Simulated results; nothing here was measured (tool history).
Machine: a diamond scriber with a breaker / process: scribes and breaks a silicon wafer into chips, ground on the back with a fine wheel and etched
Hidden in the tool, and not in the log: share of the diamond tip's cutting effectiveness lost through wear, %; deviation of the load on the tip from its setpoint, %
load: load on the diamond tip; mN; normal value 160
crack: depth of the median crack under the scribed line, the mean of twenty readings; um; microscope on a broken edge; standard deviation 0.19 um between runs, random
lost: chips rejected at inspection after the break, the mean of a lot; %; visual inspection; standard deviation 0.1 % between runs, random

| run | day | load | wafers since the last listed run | hours since the diamond tip was replaced | hours since the load on the tip was calibrated | incoming depth of the damage left on the back of the incoming wafer, um | crack | lost |
|---|---|---|---|---|---|---|---|---|
| 1 | 0.000 | 160 | 0 | 71.1 | 1224.0 | 0.40 | 13.52 | 1.54 |
| 2 | 13.267 | 160 | 1174 | 389.5 | 1542.4 | 0.53 | 12.79 | 2.51 |
|  | 15.179 | diamond tip replaced by a new one |
| 3 | 17.600 | 160 | 376 | 58.1 | 1646.4 | 0.58 | 11.21 | 6.49 |
| 4 | 20.442 | 160 | 251 | 126.3 | 1714.6 | 0.37 | 11.32 | 5.65 |
| 5 | 24.025 | 160 | 317 | 212.3 | 1800.6 | 0.50 | 11.06 | 8.55 |
| 6 | 25.704 | 171 | 148 | 252.6 | 1840.9 | 0.79 | 11.40 | 5.85 |
| 7 | 27.912 | 171 | 195 | 305.6 | 1893.9 | 0.45 | 11.30 | 7.12 |
|  | 30.271 | diamond tip replaced by a new one, repeated, since the last time left the tool worse |
| 8 | 30.942 | 171 | 260 | 16.1 | 1966.6 | 0.57 | 14.56 | 1.62 |
| 9 | 32.888 | 160 | 172 | 62.8 | 2013.3 | 0.42 | 13.77 | 1.41 |
|  | 35.554 | load on the tip recalibrated |
| 10 | 37.058 | 160 | 361 | 162.9 | 36.1 | 0.72 | 13.53 | 1.33 |
| 11 | 39.867 | 160 | 248 | 230.3 | 103.5 | 0.41 | 13.22 | 1.60 |
| 12 | 41.700 | 160 | 162 | 274.3 | 147.5 | 0.31 | 13.55 | 1.71 |
| 13 | 43.725 | 206 | 179 | 322.9 | 196.1 | 0.60 | 15.57 | 3.42 |
|  | 45.538 | diamond tip replaced by a new one |
| 14 | 45.804 | 195 | 176 | 6.4 | 246.0 | 0.54 | 15.70 | 3.50 |
| 15 | 49.012 | 186 | 284 | 83.4 | 323.0 | 0.34 | 15.19 | 2.68 |
| 16 | 52.600 | 193 | 317 | 169.5 | 409.1 | 0.63 | 15.28 | 3.24 |
| 17 | 55.012 | 160 | 213 | 227.4 | 467.0 | 0.68 | 13.48 | 1.62 |
| 18 | 57.192 | 160 | 192 | 279.7 | 519.3 | 0.33 | 13.09 | 1.81 |
| 19 | 60.654 | 146 | 306 | 362.8 | 602.4 | 0.46 | 11.94 | 4.22 |
| 20 | 63.892 | 191 | 286 | 440.5 | 680.1 | 0.51 | 13.74 | 1.44 |
|  | 64.804 | diamond tip replaced by a new one |
| 21 | 67.083 | 204 | 275 | 54.7 | 756.7 | 0.62 | 16.12 | 5.27 |
| 22 | 70.188 | 184 | 274 | 129.2 | 831.2 | 0.52 | 14.66 | 2.98 |
| 23 | 77.308 | 126 | 630 | 300.1 | 1002.1 | 0.48 | 11.02 | 7.22 |
| 24 | 80.412 | 160 | 274 | 374.6 | 1076.6 | 0.35 | 12.68 | 2.51 |
|  | 81.525 | diamond tip replaced by a new one |
| 25 | 84.833 | 113 | 384 | 79.4 | 1182.7 | 0.54 | 10.42 | 10.30 |

Alternative continuations, all from the tool just after run 25; predict every row:
| A | 84.854 | 160 | 1 | 79.9 | 1183.2 | 0.67 | ? | ? |
| B | 84.854 | 137 | 1 | 79.9 | 1183.2 | 0.67 | ? | ? |
| C | 84.854 | 118 | 1 | 79.9 | 1183.2 | 0.67 | ? | ? |
| D | 84.854 | 207 | 1 | 79.9 | 1183.2 | 0.67 | ? | ? |

| run | crack | lost |
|---|---|---|
| A | 13.61 | 1.38 |
| B | 12.21 | 3.33 |
| C | 10.98 | 8.22 |
| D | 16.28 | 5.39 |
With no hidden state in the tool, these same runs would have given:
| run | crack | lost |
|---|---|---|
| A | 13.74 | 1.36 |
| B | 12.32 | 3.04 |
| C | 11.08 | 7.70 |
| D | 16.43 | 5.82 |
